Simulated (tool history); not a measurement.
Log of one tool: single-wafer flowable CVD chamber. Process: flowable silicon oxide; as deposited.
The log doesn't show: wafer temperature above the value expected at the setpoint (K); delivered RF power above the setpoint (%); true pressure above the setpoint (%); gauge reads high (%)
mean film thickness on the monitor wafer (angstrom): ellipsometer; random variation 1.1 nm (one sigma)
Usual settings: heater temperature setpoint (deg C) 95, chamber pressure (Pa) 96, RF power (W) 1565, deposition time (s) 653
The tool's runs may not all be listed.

| run | day | heater temperature setpoint (deg C) | chamber pressure (Pa) | RF power (W) | deposition time (s) | wafers since the last listed run | hours since the last thermocouple change | hours since the last RF generator calibration | hours since the last manometer calibration | hours since the showerhead was replaced | hours since the gauge calibration | read-back reference wafer on the same gauge, thickness_nm | mean film thickness on the monitor wafer (angstrom) |
|---|---|---|---|---|---|---|---|---|---|---|---|---|---|
| 1 | 0 | 95 | 96 | 1565 | 692 | 0 | 1544.6 | 2141.1 | 1062.1 | 2942.9 | 38.7 | 345.686 | 3904.28 |
| 2 | 0.538 | 104 | 96 | 1565 | 553 | 45 | 1557.5 | 2154 | 1075 | 2955.8 | 51.6 | 345.938 | 2209.86 |
| 3 | 0.833 | 104 | 96 | 1565 | 553 | 25 | 1564.6 | 2161.1 | 1082.1 | 2962.9 | 58.7 | 345.665 | 2207.46 |
| 4 | 1.55 | 101 | 96 | 1565 | 653 | 60 | 1581.8 | 2178.3 | 1099.3 | 2980.1 | 75.9 | 345.728 | 2922.69 |
| 5 | 2.05 | 95 | 111.5 | 1705 | 653 | 42 | 1593.8 | 2190.3 | 1111.3 | 2992.1 | 87.9 | 346.467 | 4357.07 |
| 6 | 2.379 | 95 | 111.5 | 1705 | 653 | 27 | 1601.7 | 2198.2 | 1119.2 | 3000 | 95.8 | 345.994 | 4373.11 |
| 7 | 2.904 | 95 | 111.5 | 1705 | 653 | 44 | 1614.3 | 2210.8 | 1131.8 | 3012.6 | 108.4 | 346.316 | 4378.54 |
| 8 | 3.642 | 95 | 96 | 1715 | 653 | 62 | 1632 | 2228.5 | 1149.5 | 3030.3 | 126.1 | 345.95 | 3768.8 |
| 9 | 3.9 | 82 | 96 | 1565 | 544 | 21 | 1638.2 | 2234.7 | 1155.7 | 3036.5 | 132.3 | 346.047 | 4881.89 |
| 10 | 4.317 | 95 | 96 | 1565 | 570 | 35 | 1648.2 | 2244.7 | 1165.7 | 3046.5 | 142.3 | 346.329 | 3184.38 |
| 11 | 4.708 | 95 | 102.5 | 1335 | 587 | 33 | 1657.6 | 2254.1 | 1175.1 | 3055.9 | 151.7 | 345.935 | 3280.45 |
|  | 5.096 | thermocouple changed; heater temperature recalibrated |
|  | 5.596 | showerhead replaced |
| 12 | 6.708 | 102 | 80.8 | 1470 | 653 | 112 | 38.7 | 2302.1 | 1223.1 | 26.7 | 199.7 | 346.133 | 2467.6 |
|  | 7.483 | RF generator calibrated |
| 13 | 7.504 | 103 | 74.9 | 1565 | 586 | 39 | 57.8 | 0.5 | 1242.2 | 45.8 | 218.8 | 346.039 | 2030.71 |
|  | 7.617 | gauge calibrated |
| 14 | 7.917 | 110 | 96 | 1275 | 653 | 34 | 67.7 | 10.4 | 1252.1 | 55.7 | 7.2 | 345.943 | 2017.95 |
| 15 | 8.512 | 95 | 96 | 1565 | 653 | 50 | 82 | 24.7 | 1266.4 | 70 | 21.5 | 346.371 | 3898.69 |
| 16 | 8.825 | 95 | 96 | 1850 | 653 | 26 | 89.5 | 32.2 | 1273.9 | 77.5 | 29 | 346.017 | 4123.58 |
|  | 9.483 | capacitance manometer re-zeroed and calibrated |
| 17 | 9.521 | 95 | 96 | 1805 | 653 | 30 | 106.2 | 48.9 | 0.9 | 94.2 | 45.7 | 345.769 | 4085.36 |
| 18 | 10.204 | 110 | 96 | 1275 | 653 | 57 | 122.6 | 65.3 | 17.3 | 110.6 | 62.1 | 346.43 | 2016.76 |
| 19 | 10.454 | 95 | 102.3 | 1770 | 653 | 21 | 128.6 | 71.3 | 23.3 | 116.6 | 68.1 | 345.741 | 4330.39 |
| 20 | 10.958 | 104 | 96 | 1565 | 553 | 42 | 140.7 | 83.4 | 35.4 | 128.7 | 80.2 | 345.597 | 2330.31 |
| 21 | 11.358 | 82 | 87.7 | 1805 | 565 | 33 | 150.3 | 93 | 45 | 138.3 | 89.8 | 346.378 | 5119.14 |
| 22 | 12.108 | 82 | 74 | 1470 | 613 | 63 | 168.3 | 111 | 63 | 156.3 | 107.8 | 346.103 | 4361.52 |
| 23 | 12.846 | 95 | 96 | 1780 | 653 | 62 | 186 | 128.7 | 80.7 | 174 | 125.5 | 346.351 | 4030.2 |
| 24 | 13.283 | 95 | 96 | 1565 | 653 | 37 | 196.5 | 139.2 | 91.2 | 184.5 | 136 | 345.797 | 3862.99 |
| 25 | 13.717 | 99 | 96 | 1685 | 653 | 36 | 206.9 | 149.6 | 101.6 | 194.9 | 146.4 | 346.029 | 3427.88 |
| 26 | 14.192 | 95 | 84.3 | 1565 | 528 | 40 | 218.3 | 161 | 113 | 206.3 | 157.8 | 345.772 | 2757.98 |
| 27 | 14.933 | 95 | 119.1 | 1420 | 653 | 62 | 236.1 | 178.8 | 130.8 | 224.1 | 175.6 | 346.425 | 4595.3 |

5 ways to go on from here, each from the tool as it stands after run 27. What would each give?
| A | 14.958 | 95 | 96 | 1565 | 653 | 2 | 236.7 | 179.4 | 131.4 | 224.7 | 176.2 | ? | ? |
| B | 14.958 | 95 | 76 | 1825 | 547 | 2 | 236.7 | 179.4 | 131.4 | 224.7 | 176.2 | ? | ? |
| C | 14.958 | 95 | 96 | 1565 | 775 | 2 | 236.7 | 179.4 | 131.4 | 224.7 | 176.2 | ? | ? |
| D | 14.958 | 95 | 96 | 1695 | 526 | 2 | 236.7 | 179.4 | 131.4 | 224.7 | 176.2 | ? | ? |
| E | 14.958 | 95 | 107.3 | 1460 | 653 | 2 | 236.7 | 179.4 | 131.4 | 224.7 | 176.2 | ? | ? |

| run | read-back reference wafer on the same gauge, thickness_nm | mean film thickness on the monitor wafer (angstrom) |
|---|---|---|
| A | 346.136 | 3869.89 |
| B | 346.136 | 2708.33 |
| C | 346.136 | 4592.9 |
| D | 346.136 | 3202.3 |
| E | 346.136 | 4198.65 |
Without the tool's hidden state the same runs would have given:
| run | mean film thickness on the monitor wafer (angstrom) |
|---|---|
| A | 3916.37 |
| B | 2740.86 |
| C | 4648.07 |
| D | 3240.76 |
| E | 4249.08 |

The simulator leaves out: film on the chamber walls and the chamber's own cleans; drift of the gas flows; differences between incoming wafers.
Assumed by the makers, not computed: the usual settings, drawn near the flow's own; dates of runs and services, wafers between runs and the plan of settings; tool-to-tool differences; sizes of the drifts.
